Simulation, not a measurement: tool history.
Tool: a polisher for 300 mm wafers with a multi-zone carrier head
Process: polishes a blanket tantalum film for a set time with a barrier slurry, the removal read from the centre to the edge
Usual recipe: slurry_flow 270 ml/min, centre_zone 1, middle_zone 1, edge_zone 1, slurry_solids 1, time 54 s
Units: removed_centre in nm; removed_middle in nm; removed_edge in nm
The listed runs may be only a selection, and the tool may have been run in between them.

run     day  slurry_flow  centre_zone  middle_zone  edge_zone  slurry_solids  time  wafers since the last listed run  wafers polished on this pad  hours since the slurry nozzle was cleaned  hours since the centre zone pressure was calibrated  hours since the edge zone pressure was calibrated  hours since the carrier head's membrane was replaced  incoming thickness of the incoming film, nm  removed_centre  removed_middle  removed_edge
  1       0          270            1            1          1              1    54                                 0                         1182                                      343.6                                                814.6                                              230.9                                                 693.3                                        309.3           131.7           133.4         131.4
  2   1.433          270            1            1          1              1    54                               470                         1652                                        378                                                  849                                              265.3                                                 727.7                                        316.7           132.1           131.4         134.3
  3   3.721          270            1            1          1              1    54                               750                         2402                                      432.9                                                903.9                                              320.2                                                 782.6                                        313.2           129.8           130.7         128.6
      6.367  -- slurry nozzle cleaned
       6.55  -- edge zone pressure recalibrated
  4    6.65          195            1            1          1              1    54                               919                         3322                                        6.8                                                974.2                                                2.4                                                 852.9                                        306.8           120.9           125.2         124.8
      8.129  -- worn pad replaced by a new one
  5   9.533          195            1            1          1              1    54                               891                          460                                         76                                               1043.4                                               71.6                                                 922.1                                        307.9           125.9           128.5         126.7
  6  12.046          195            1            1          1              1    54                               824                         1284                                      136.3                                               1103.7                                              131.9                                                 982.4                                        315.1           125.1           126.2         125.2
     15.083  -- carrier head's membrane replaced by a new one
     19.192  -- worn pad replaced by a new one
     20.438  -- centre zone pressure recalibrated
  7  20.808          270            1            1          1              1    54                              2723                          503                                      346.6                                                  8.9                                              342.2                                                 137.4                                        306.2           133.1             132         132.2
     22.196  -- edge zone pressure recalibrated
  8  23.717          235            1            1          1              1    54                               926                         1429                                      416.4                                                 78.7                                               36.5                                                 207.2                                        308.5           129.6           129.8         132.4
     23.779  -- slurry nozzle cleaned
  9  25.238          270            1            1          1              1    54                               485                         1915                                         35                                                115.2                                                 73                                                 243.7                                        312.5           130.1           131.5         133.8
 10    27.2          270            1            1       1.04              1    54                               643                         2558                                       82.1                                                162.3                                              120.1                                                 290.8                                        306.8             130           129.8         129.7
 11  28.679          215         0.88          1.1          1           1.15    54                               485                         3043                                      117.6                                                197.8                                              155.6                                                 326.3                                        311.9           113.8           142.1         129.7
 12  31.179          310            1            1          1              1    54                               820                         3863                                      177.6                                                257.8                                              215.6                                                 386.3                                        312.2           126.7           129.4         126.8
     31.396  -- worn pad replaced by a new one
 13  32.454          360         0.97         1.05          1            0.8    54                               363                          346                                      208.2                                                288.4                                              246.2                                                 416.9                                        312.7           128.3           136.5         129.1
 14  33.629          335            1         1.12          1              1    54                               385                          732                                      236.4                                                316.6                                              274.4                                                 445.1                                        304.1             136           149.6         133.1
     35.438  -- edge zone pressure recalibrated
 15  36.062          270            1            1          1              1    54                               770                         1503                                      294.8                                                  375                                                 15                                                 503.5                                        311.4           130.6           133.2         130.2
 16  39.042          195            1            1       1.05           0.85    44                               977                         2480                                      366.3                                                446.5                                               86.5                                                   575                                        310.8            97.4            98.8          99.8
     40.462  -- slurry nozzle cleaned
 17  40.558          270            1            1          1              1    54                               483                         2963                                        2.3                                                482.9                                              122.9                                                 611.4                                        307.1           129.5           132.2         127.1
     40.775  -- worn pad replaced by a new one
 18  41.988          270            1            1          1              1    54                               414                          397                                       36.6                                                517.2                                              157.2                                                 645.7                                        307.2           133.3           132.9         134.7
 19    44.9          270            1            1          1            1.2    54                               955                         1353                                      106.5                                                587.1                                              227.1                                                 715.6                                        306.8           134.5           138.3         136.6
 20  47.712          270         1.11            1          1              1    54                               922                         2275                                        174                                                654.6                                              294.6                                                 783.1                                        308.2           143.3           130.9         130.4
     48.762  -- edge zone pressure recalibrated
 21  49.408          235            1            1       1.06              1    54                               528                         2804                                      214.7                                                695.3                                               15.5                                                 823.8                                          313           126.2           126.2         131.5
     51.679  -- worn pad replaced by a new one
 22  51.912          225            1            1          1            0.9    54                               766                           76                                      274.8                                                755.4                                               75.6                                                 883.9                                        311.7             127           127.8         124.2

Below are 3 alternative next runs, each starting from the tool's condition after run 22. Predict each:
  A  51.929          270         0.94            1          1              1    54                                 5                           81                                      275.2                                                755.8                                                 76                                                 884.3                                        307.5               ?               ?             ?
  B  51.929          205            1            1          1           0.75    54                                 5                           81                                      275.2                                                755.8                                                 76                                                 884.3                                        307.5               ?               ?             ?
  C  51.929          305            1            1          1              1    54                                 5                           81                                      275.2                                                755.8                                                 76                                                 884.3                                        307.5               ?               ?             ?

run  removed_centre  removed_middle  removed_edge
  A           126.1           131.7         130.9
  B           120.6           119.9         120.3
  C             135           133.5         132.2
What these runs would have given with no unlogged condition in the tool:
run  removed_centre  removed_middle  removed_edge
  A           126.8           132.5         131.6
  B           121.3           120.6           121
  C           135.8           134.2           133

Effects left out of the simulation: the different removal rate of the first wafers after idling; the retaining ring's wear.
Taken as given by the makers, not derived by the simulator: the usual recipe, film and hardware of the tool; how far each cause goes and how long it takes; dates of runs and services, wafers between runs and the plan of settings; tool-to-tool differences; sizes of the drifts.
